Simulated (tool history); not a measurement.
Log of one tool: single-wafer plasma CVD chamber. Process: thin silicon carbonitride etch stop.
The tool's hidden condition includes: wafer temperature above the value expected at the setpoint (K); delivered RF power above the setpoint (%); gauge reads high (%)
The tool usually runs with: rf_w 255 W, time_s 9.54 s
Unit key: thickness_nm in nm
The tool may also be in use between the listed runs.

| run | hour | rf_w | time_s | wafers since the last listed run | hours since the last thermocouple change | hours since the last RF generator calibration | hours since the showerhead was replaced | hours since the gauge calibration | read-back reference wafer on the same gauge, thickness_nm | thickness_nm |
|---|---|---|---|---|---|---|---|---|---|---|
| 1 | 0 | 255 | 8.06 | 0 | 2137.1 | 1428.5 | 3171 | 154.3 | 6.521 | 5.037 |
| 2 | 20.2 | 255 | 8.5 | 518 | 2157.3 | 1448.7 | 3191.2 | 174.5 | 6.519 | 5.308 |
| 3 | 55.1 | 255 | 9.54 | 895 | 2192.2 | 1483.6 | 3226.1 | 209.4 | 6.519 | 5.951 |
| 4 | 78.3 | 255 | 9.54 | 595 | 2215.4 | 1506.8 | 3249.3 | 232.6 | 6.52 | 5.967 |
| 5 | 99.1 | 255 | 9.54 | 533 | 2236.2 | 1527.6 | 3270.1 | 253.4 | 6.518 | 5.96 |
| 6 | 114.7 | 255 | 9.54 | 400 | 2251.8 | 1543.2 | 3285.7 | 269 | 6.521 | 5.955 |
|  | 160.4 | thermocouple changed; heater temperature recalibrated |
| 7 | 169.5 | 255 | 9.54 | 1200 | 9.1 | 1598 | 3340.5 | 323.8 | 6.519 | 5.924 |
| 8 | 193.1 | 210 | 9.54 | 605 | 32.7 | 1621.6 | 3364.1 | 347.4 | 6.522 | 5.745 |
|  | 198 | gauge calibrated |
| 9 | 213.8 | 225 | 8.35 | 531 | 53.4 | 1642.3 | 3384.8 | 15.8 | 6.522 | 5.085 |
|  | 230.7 | RF generator calibrated |
|  | 237.9 | showerhead replaced |
| 10 | 238.4 | 275 | 10.46 | 240 | 78 | 7.7 | 0.5 | 40.4 | 6.521 | 6.632 |
| 11 | 269 | 295 | 11.26 | 785 | 108.6 | 38.3 | 31.1 | 71 | 6.524 | 7.249 |
| 12 | 291.3 | 255 | 9.54 | 572 | 130.9 | 60.6 | 53.4 | 93.3 | 6.521 | 5.942 |
| 13 | 315.7 | 235 | 10.54 | 626 | 155.3 | 85 | 77.8 | 117.7 | 6.519 | 6.477 |
| 14 | 345.8 | 285 | 8.13 | 772 | 185.4 | 115.1 | 107.9 | 147.8 | 6.523 | 5.192 |
| 15 | 364.2 | 290 | 7.93 | 472 | 203.8 | 133.5 | 126.3 | 166.2 | 6.52 | 5.083 |

Consider 4 possible next runs. They are alternatives, not a sequence: every one starts from the tool as it was left by run 15. What does each give?
| A | 364.6 | 255 | 9.54 | 10 | 204.2 | 133.9 | 126.7 | 166.6 | ? | ? |
| B | 364.6 | 255 | 10.62 | 10 | 204.2 | 133.9 | 126.7 | 166.6 | ? | ? |
| C | 364.6 | 285 | 8.8 | 10 | 204.2 | 133.9 | 126.7 | 166.6 | ? | ? |
| D | 364.6 | 205 | 10.13 | 10 | 204.2 | 133.9 | 126.7 | 166.6 | ? | ? |

| run | read-back reference wafer on the same gauge, thickness_nm | thickness_nm |
|---|---|---|
| A | 6.518 | 5.94 |
| B | 6.518 | 6.613 |
| C | 6.518 | 5.605 |
| D | 6.518 | 6.049 |
Without the tool's unlogged condition, the same runs would have read:
| run | thickness_nm |
|---|---|
| A | 5.94 |
| B | 6.613 |
| C | 5.605 |
| D | 6.049 |
